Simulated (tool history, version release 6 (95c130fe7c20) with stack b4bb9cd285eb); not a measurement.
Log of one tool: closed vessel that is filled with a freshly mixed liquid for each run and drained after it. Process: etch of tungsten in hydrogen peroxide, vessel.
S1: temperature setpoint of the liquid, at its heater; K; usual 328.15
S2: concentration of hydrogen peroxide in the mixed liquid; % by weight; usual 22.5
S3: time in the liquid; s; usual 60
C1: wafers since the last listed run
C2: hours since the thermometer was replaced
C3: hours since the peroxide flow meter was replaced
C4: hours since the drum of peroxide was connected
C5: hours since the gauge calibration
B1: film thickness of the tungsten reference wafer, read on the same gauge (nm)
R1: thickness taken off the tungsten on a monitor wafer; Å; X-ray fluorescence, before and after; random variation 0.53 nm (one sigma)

run 1 day=0 | S1=323.65 S2=22.5 S3=60 | C1=0 C2=1518.2 C3=838.5 C4=526.4 C5=48.8 | B1=120 | R1=1115.2
run 2 day=0.879 | S1=323.65 S2=22.5 S3=60 | C1=2662 C2=1539.3 C3=859.6 C4=547.5 C5=69.9 | B1=119.99 | R1=1114.3
run 3 day=1.808 | S1=328.15 S2=22.5 S3=60 | C1=2813 C2=1561.6 C3=881.9 C4=569.8 C5=92.2 | B1=119.99 | R1=1450.3
run 4 day=2.442 | S1=328.15 S2=22.5 S3=60 | C1=1917 C2=1576.8 C3=897.1 C4=585 C5=107.4 | B1=119.99 | R1=1451.2
run 5 day=3.033 | S1=328.15 S2=22.5 S3=60 | C1=1791 C2=1591 C3=911.3 C4=599.2 C5=121.6 | B1=119.99 | R1=1454.4
run 6 day=3.871 | S1=328.15 S2=22.5 S3=60 | C1=2536 C2=1611.1 C3=931.4 C4=619.3 C5=141.7 | B1=119.99 | R1=1446.4
run 7 day=4.95 | S1=328.15 S2=22.5 S3=60 | C1=3267 C2=1637 C3=957.3 C4=645.2 C5=167.6 | B1=120.01 | R1=1445.3
run 8 day=5.646 | S1=328.15 S2=22.5 S3=60 | C1=2107 C2=1653.7 C3=974 C4=661.9 C5=184.3 | B1=120.01 | R1=1449.2
-- day=5.838 thermometer replaced
run 9 day=6.942 | S1=335.65 S2=22.5 S3=45 | C1=3797 C2=26.5 C3=1005.1 C4=693 C5=215.4 | B1=120.01 | R1=1679.1
run 10 day=7.529 | S1=328.15 S2=22.5 S3=60 | C1=1779 C2=40.6 C3=1019.2 C4=707.1 C5=229.5 | B1=120 | R1=1441
run 11 day=8.075 | S1=319.65 S2=22.5 S3=60 | C1=1652 C2=53.7 C3=1032.3 C4=720.2 C5=242.6 | B1=119.99 | R1=858.6

The next listed run, before its measurement:
-- day=8.438 gauge calibrated
-- day=8.542 peroxide flow meter replaced
-- day=8.796 new drum of peroxide connected
run 12 day=8.962 | S1=328.15 S2=22.5 S3=60 | C1=2435 C2=75 C3=10.1 C4=4 C5=12.6 | B1=? | R1=?

{"run 12": {"B1": 119.99, "R1": 1536.3}}
Without the tool's hidden state the same run would have given R1 1541.8 Å.

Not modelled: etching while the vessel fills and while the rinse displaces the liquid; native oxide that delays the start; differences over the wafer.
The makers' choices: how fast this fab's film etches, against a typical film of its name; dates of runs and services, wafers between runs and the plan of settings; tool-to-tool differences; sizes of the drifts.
